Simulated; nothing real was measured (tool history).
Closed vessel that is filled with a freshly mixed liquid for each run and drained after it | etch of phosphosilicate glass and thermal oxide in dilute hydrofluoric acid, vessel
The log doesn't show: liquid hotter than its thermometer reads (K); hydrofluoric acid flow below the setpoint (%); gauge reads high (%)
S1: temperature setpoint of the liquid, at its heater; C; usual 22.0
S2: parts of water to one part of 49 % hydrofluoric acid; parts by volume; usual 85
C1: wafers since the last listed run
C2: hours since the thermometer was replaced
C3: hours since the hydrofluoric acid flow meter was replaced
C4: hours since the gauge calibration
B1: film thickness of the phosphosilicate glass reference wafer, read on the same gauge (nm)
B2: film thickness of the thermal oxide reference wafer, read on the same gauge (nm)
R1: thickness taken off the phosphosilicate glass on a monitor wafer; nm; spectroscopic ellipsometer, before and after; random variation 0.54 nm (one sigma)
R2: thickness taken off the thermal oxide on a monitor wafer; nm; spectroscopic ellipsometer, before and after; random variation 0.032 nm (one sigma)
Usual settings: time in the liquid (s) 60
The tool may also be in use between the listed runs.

Run 1, day 0.000: usual settings; C1 0; C2 2387.6; C3 66.9; C4 658.0; B1 29.72; B2 89.038. Result: R1 58.54 nm, R2 3.378 nm.
Run 2, day 1.525: usual settings but S2 55 parts by volume, time in the liquid (s) 35; C1 4368; C2 2424.2; C3 103.5; C4 694.6; B1 29.67; B2 88.966. Result: R1 54.86 nm, R2 3.231 nm.
Run 3, day 5.646: usual settings but S2 55 parts by volume, time in the liquid (s) 35; C1 11803; C2 2523.1; C3 202.4; C4 793.5; B1 29.60; B2 88.786. Result: R1 54.56 nm, R2 3.177 nm.
Run 4, day 8.654: usual settings; C1 8617; C2 2595.3; C3 274.6; C4 865.7; B1 29.56; B2 88.700. Result: R1 58.35 nm, R2 3.415 nm.
Run 5, day 17.671: usual settings; C1 25827; C2 2811.7; C3 491.0; C4 1082.1; B1 29.47; B2 88.324. Result: R1 58.25 nm, R2 3.367 nm.
Run 6, day 21.662: usual settings; C1 11433; C2 2907.5; C3 586.8; C4 1177.9; B1 29.37; B2 88.167. Result: R1 58.03 nm, R2 3.350 nm.
Run 7, day 25.625: usual settings; C1 11350; C2 3002.6; C3 681.9; C4 1273.0; B1 29.32; B2 87.965. Result: R1 57.48 nm, R2 3.376 nm.
Run 8, day 32.254: usual settings; C1 18988; C2 3161.7; C3 841.0; C4 1432.1; B1 29.23; B2 87.727. Result: R1 57.06 nm, R2 3.354 nm.
At day 34.938: thermometer replaced.
Run 9, day 36.208: usual settings; C1 11207; C2 30.5; C3 935.9; C4 1527.0; B1 29.17; B2 87.537. Result: R1 57.95 nm, R2 3.309 nm.
At day 45.371: hydrofluoric acid flow meter replaced.
Run 10, day 46.475: usual settings; C1 29289; C2 276.9; C3 26.5; C4 1773.4; B1 29.02; B2 87.143. Result: R1 57.25 nm, R2 3.338 nm.
Run 11, day 48.108: usual settings; C1 4678; C2 316.1; C3 65.7; C4 1812.6; B1 29.00; B2 87.051. Result: R1 56.33 nm, R2 3.323 nm.
Run 12, day 52.092: usual settings but S1 27.0 C; C1 11410; C2 411.7; C3 161.3; C4 1908.2; B1 28.98; B2 86.957. Result: R1 71.27 nm, R2 4.094 nm.
Run 13, day 54.408: usual settings; C1 6635; C2 467.3; C3 216.9; C4 1963.8; B1 28.95; B2 86.844. Result: R1 56.70 nm, R2 3.364 nm.
Run 14, day 57.129: usual settings; C1 7793; C2 532.6; C3 282.2; C4 2029.1; B1 28.90; B2 86.732. Result: R1 57.13 nm, R2 3.269 nm.
Run 15, day 60.496: usual settings but time in the liquid (s) 90; C1 9643; C2 613.4; C3 363.0; C4 2109.9; B1 28.88; B2 86.524. Result: R1 85.82 nm, R2 5.017 nm.
Run 16, day 64.683: usual settings but S2 50 parts by volume; C1 11994; C2 713.9; C3 463.5; C4 2210.4; B1 28.81; B2 86.337. Result: R1 101.48 nm, R2 5.853 nm.
Run 17, day 68.875: usual settings but S1 19.5 C; C1 12006; C2 814.5; C3 564.1; C4 2311.0; B1 28.71; B2 86.189. Result: R1 51.59 nm, R2 3.013 nm.
Run 18, day 79.988: usual settings; C1 31831; C2 1081.2; C3 830.8; C4 2577.7; B1 28.61; B2 85.774. Result: R1 57.00 nm, R2 3.273 nm.
At day 81.625: gauge calibrated.
Run 19, day 81.729: usual settings but S1 24.5 C, S2 75 parts by volume, time in the liquid (s) 75; C1 4988; C2 1123.0; C3 872.6; C4 2.5; B1 30.02; B2 90.000. Result: R1 95.41 nm, R2 5.438 nm.
Run 20, day 92.488: usual settings but S1 25.0 C; C1 30816; C2 1381.2; C3 1130.8; C4 260.7; B1 29.84; B2 89.589. Result: R1 66.44 nm, R2 3.874 nm.
At day 94.788: hydrofluoric acid flow meter replaced.
Run 21, day 94.925: usual settings but S1 26.0 C, time in the liquid (s) 80; C1 6862; C2 1439.7; C3 3.3; C4 319.2; B1 29.81; B2 89.474. Result: R1 91.59 nm, R2 5.340 nm.
Run 22, day 99.096: usual settings but S1 17.5 C, S2 50 parts by volume; C1 11947; C2 1539.8; C3 103.4; C4 419.3; B1 29.77; B2 89.269. Result: R1 86.46 nm, R2 5.092 nm.
Run 23, day 101.712: usual settings but S1 25.0 C, time in the liquid (s) 40; C1 7495; C2 1602.6; C3 166.2; C4 482.1; B1 29.71; B2 89.181. Result: R1 44.40 nm, R2 2.568 nm.
Run 24, day 109.696: usual settings but S2 60 parts by volume, time in the liquid (s) 85; C1 22867; C2 1794.2; C3 357.8; C4 673.7; B1 29.61; B2 88.850. Result: R1 121.98 nm, R2 6.916 nm.

The tool's hidden state at each run:
liquid hotter than its thermometer reads (K): 0 in every run
hydrofluoric acid flow below the setpoint (%): 0 in every run
H1: gauge reads high (%)
run        H1
  1     -1.08
  2     -1.15
  3     -1.33
  4     -1.47
  5     -1.88
  6     -2.06
  7     -2.24
  8     -2.54
  9     -2.72
 10     -3.19
 11     -3.26
 12     -3.44
 13     -3.55
 14     -3.67
 15     -3.82
 16     -4.01
 17      -4.2
 18     -4.71
 19  -0.00568
 20    -0.494
 21    -0.605
 22    -0.794
 23    -0.913
 24     -1.28

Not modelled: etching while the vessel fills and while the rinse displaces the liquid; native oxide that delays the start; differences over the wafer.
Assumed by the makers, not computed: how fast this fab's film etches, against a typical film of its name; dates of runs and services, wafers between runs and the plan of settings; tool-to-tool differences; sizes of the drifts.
